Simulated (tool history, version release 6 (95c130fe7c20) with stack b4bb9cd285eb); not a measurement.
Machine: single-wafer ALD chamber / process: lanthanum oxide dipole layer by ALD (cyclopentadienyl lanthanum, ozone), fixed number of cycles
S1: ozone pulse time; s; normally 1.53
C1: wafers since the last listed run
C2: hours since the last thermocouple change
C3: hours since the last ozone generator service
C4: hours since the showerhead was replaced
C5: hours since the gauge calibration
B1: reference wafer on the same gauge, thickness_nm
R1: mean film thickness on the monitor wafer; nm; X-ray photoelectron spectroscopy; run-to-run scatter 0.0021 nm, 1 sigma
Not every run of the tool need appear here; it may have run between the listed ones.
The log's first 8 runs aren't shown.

run	hour	S1	C1	C2	C3	C4	C5	B1	R1
9	318.6	1.53	908	1910.2	206.5	5289.0	65.1	0.574	0.518
10	347.2	1.22	499	1938.8	235.1	5317.6	93.7	0.574	0.502
11	360.2	1.16	227	1951.8	248.1	5330.6	106.7	0.574	0.496
12	380.4	1.53	352	1972.0	268.3	5350.8	126.9	0.573	0.523
13	413.9	1.53	585	2005.5	301.8	5384.3	160.4	0.573	0.520
14	446.6	1.53	571	2038.2	334.5	5417.0	193.1	0.573	0.519
15	476.8	1.02	527	2068.4	364.7	5447.2	223.3	0.571	0.483
16	504.7	1.80	487	2096.3	392.6	5475.1	251.2	0.572	0.530
17	530.7	1.08	454	2122.3	418.6	5501.1	277.2	0.571	0.487
18	549.3	1.95	324	2140.9	437.2	5519.7	295.8	0.571	0.533
19	571.6	1.72	389	2163.2	459.5	5542.0	318.1	0.570	0.529
20	588.9	1.17	302	2180.5	476.8	5559.3	335.4	0.571	0.495

Run 21 has not been measured yet. What should we expect?
21	602.5	1.10	237	2194.1	490.4	5572.9	349.0	?	?

B1: 0.570
R1: 0.490 nm
Without the tool's hidden state the same run would have given R1 0.495 nm.
